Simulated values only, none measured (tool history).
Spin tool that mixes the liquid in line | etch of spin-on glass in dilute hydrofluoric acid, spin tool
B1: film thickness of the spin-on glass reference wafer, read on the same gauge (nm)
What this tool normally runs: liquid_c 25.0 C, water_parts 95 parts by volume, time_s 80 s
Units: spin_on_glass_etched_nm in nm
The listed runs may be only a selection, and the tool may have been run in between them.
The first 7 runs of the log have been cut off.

Run 8, hour 555.8: usual settings; B1 120.00. Result: spin_on_glass_etched_nm 51.34 nm.
Run 9, hour 642.4: usual settings but liquid_c 21.5 C; B1 119.99. Result: spin_on_glass_etched_nm 44.66 nm.
Run 10, hour 703.0: usual settings but liquid_c 21.5 C; B1 120.03. Result: spin_on_glass_etched_nm 44.55 nm.
Run 11, hour 762.6: usual settings but liquid_c 21.5 C; B1 119.99. Result: spin_on_glass_etched_nm 44.60 nm.
At hour 782.7: gauge calibrated.
Run 12, hour 819.7: usual settings; B1 119.96. Result: spin_on_glass_etched_nm 51.30 nm.
At hour 919.0: hydrofluoric acid flow meter replaced.
Run 13, hour 1087.4: usual settings; B1 120.03. Result: spin_on_glass_etched_nm 50.98 nm.
At hour 1104.9: thermometer replaced.
Run 14, hour 1138.8: usual settings; B1 120.01. Result: spin_on_glass_etched_nm 50.38 nm.
Run 15, hour 1241.2: usual settings but time_s 70 s; B1 119.99. Result: spin_on_glass_etched_nm 44.20 nm.
Run 16, hour 1311.2: usual settings but liquid_c 28.5 C, water_parts 80 parts by volume, time_s 40 s; B1 120.03. Result: spin_on_glass_etched_nm 34.97 nm.
Run 17, hour 1408.8: usual settings but liquid_c 29.0 C; B1 119.97. Result: spin_on_glass_etched_nm 58.65 nm.
At hour 1445.4: thermometer replaced, repeated, since the last time left the tool worse.
Run 18, hour 1504.4: usual settings; B1 120.02. Result: spin_on_glass_etched_nm 51.83 nm.
Run 19, hour 1550.2: usual settings; B1 119.99. Result: spin_on_glass_etched_nm 52.18 nm.
Run 20, hour 1595.8: usual settings but water_parts 55 parts by volume, time_s 50 s; B1 119.99. Result: spin_on_glass_etched_nm 58.92 nm.
Run 21, hour 1687.5: usual settings but liquid_c 27.0 C, time_s 35 s; B1 119.99. Result: spin_on_glass_etched_nm 24.48 nm.
Run 22, hour 1759.5: usual settings but liquid_c 28.5 C, water_parts 140 parts by volume, time_s 120 s; B1 120.02. Result: spin_on_glass_etched_nm 57.20 nm.
Run 23, hour 1828.3: usual settings but water_parts 55 parts by volume; B1 119.99. Result: spin_on_glass_etched_nm 93.99 nm.
Run 24, hour 1918.6: usual settings; B1 119.99. Result: spin_on_glass_etched_nm 51.50 nm.
Run 25, hour 2021.8: usual settings but water_parts 60 parts by volume, time_s 60 s; B1 120.00. Result: spin_on_glass_etched_nm 64.64 nm.
Run 26, hour 2087.9: usual settings but liquid_c 27.0 C, water_parts 60 parts by volume, time_s 45 s; B1 120.01. Result: spin_on_glass_etched_nm 52.54 nm.
At hour 2127.2: hydrofluoric acid flow meter replaced.
Run 27, hour 2182.5: usual settings but liquid_c 20.5 C, water_parts 75 parts by volume, time_s 50 s; B1 120.02. Result: spin_on_glass_etched_nm 35.02 nm.
Run 28, hour 2220.0: usual settings; B1 119.99. Result: spin_on_glass_etched_nm 51.61 nm.
Run 29, hour 2515.0: usual settings; B1 120.00. Result: spin_on_glass_etched_nm 51.51 nm.
Run 30, hour 2579.0: usual settings but liquid_c 28.5 C; B1 120.00. Result: spin_on_glass_etched_nm 59.33 nm.
Run 31, hour 2632.5: usual settings but liquid_c 21.0 C, water_parts 75 parts by volume, time_s 45 s; B1 119.99. Result: spin_on_glass_etched_nm 32.01 nm.
Run 32, hour 2713.5: usual settings but liquid_c 21.5 C, water_parts 115 parts by volume, time_s 40 s; B1 120.00. Result: spin_on_glass_etched_nm 18.12 nm.

Predict each of these 5 candidate next runs independently; none follows another, all start after run 32:
Run A, hour 2713.9: usual settings but water_parts 60 parts by volume; B1 ?. Result: spin_on_glass_etched_nm ?.
Run B, hour 2713.9: usual settings but liquid_c 29.0 C, water_parts 120 parts by volume; B1 ?. Result: spin_on_glass_etched_nm ?.
Run C, hour 2713.9: usual settings but liquid_c 28.5 C, water_parts 50 parts by volume; B1 ?. Result: spin_on_glass_etched_nm ?.
Run D, hour 2713.9: usual settings but liquid_c 20.5 C, water_parts 60 parts by volume, time_s 105 s; B1 ?. Result: spin_on_glass_etched_nm ?.
Run E, hour 2713.9: usual settings but liquid_c 27.5 C; B1 ?. Result: spin_on_glass_etched_nm ?.

run      B1  spin_on_glass_etched_nm
  A  120.01                    85.70
  B  120.01                    46.22
  C  120.01                   120.03
  D  120.01                    93.39
  E  120.01                    57.03
Had the tool no hidden state, the same runs would have come out as:
run  spin_on_glass_etched_nm
  A                    86.50
  B                    46.62
  C                   121.14
  D                    94.30
  E                    57.54
